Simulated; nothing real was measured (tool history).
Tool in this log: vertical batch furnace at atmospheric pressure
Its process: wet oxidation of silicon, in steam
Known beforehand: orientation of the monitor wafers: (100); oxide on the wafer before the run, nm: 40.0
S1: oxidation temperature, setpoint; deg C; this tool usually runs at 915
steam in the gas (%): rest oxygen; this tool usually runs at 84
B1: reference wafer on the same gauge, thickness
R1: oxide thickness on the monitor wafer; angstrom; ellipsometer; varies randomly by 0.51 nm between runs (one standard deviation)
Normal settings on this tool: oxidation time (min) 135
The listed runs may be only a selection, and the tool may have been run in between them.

Run 1, hour 0: usual settings but S1 931 deg C; B1 321.01. Result: R1 3622.8 angstrom.
Run 2, hour 60.3: usual settings but S1 931 deg C; B1 321.02. Result: R1 3608.9 angstrom.
Run 3, hour 78.8: usual settings; B1 321.03. Result: R1 3155.3 angstrom.
Run 4, hour 103.9: usual settings; B1 321.12. Result: R1 3145.9 angstrom.
At hour 134.9: steam generator serviced.
Run 5, hour 135.4: usual settings; B1 321. Result: R1 3351.7 angstrom.
Run 6, hour 141.9: usual settings; B1 321.02. Result: R1 3358.7 angstrom.
Run 7, hour 170.1: usual settings but S1 934 deg C; B1 320.98. Result: R1 3933.5 angstrom.
At hour 207.6: thermocouples replaced and temperature profile calibrated.
Run 8, hour 208.1: usual settings but S1 934 deg C; B1 320.93. Result: R1 3938 angstrom.

Estimate the outcome of run 9 from the log above:
Run 9, hour 214.6: usual settings but oxidation time (min) 116.5; B1 ?. Result: R1 ?.

Run 9 came out at B1 321.14, R1 3016.9 angstrom.
The same run, on a tool lacking any hidden state, would have yielded R1 3031.2 angstrom.
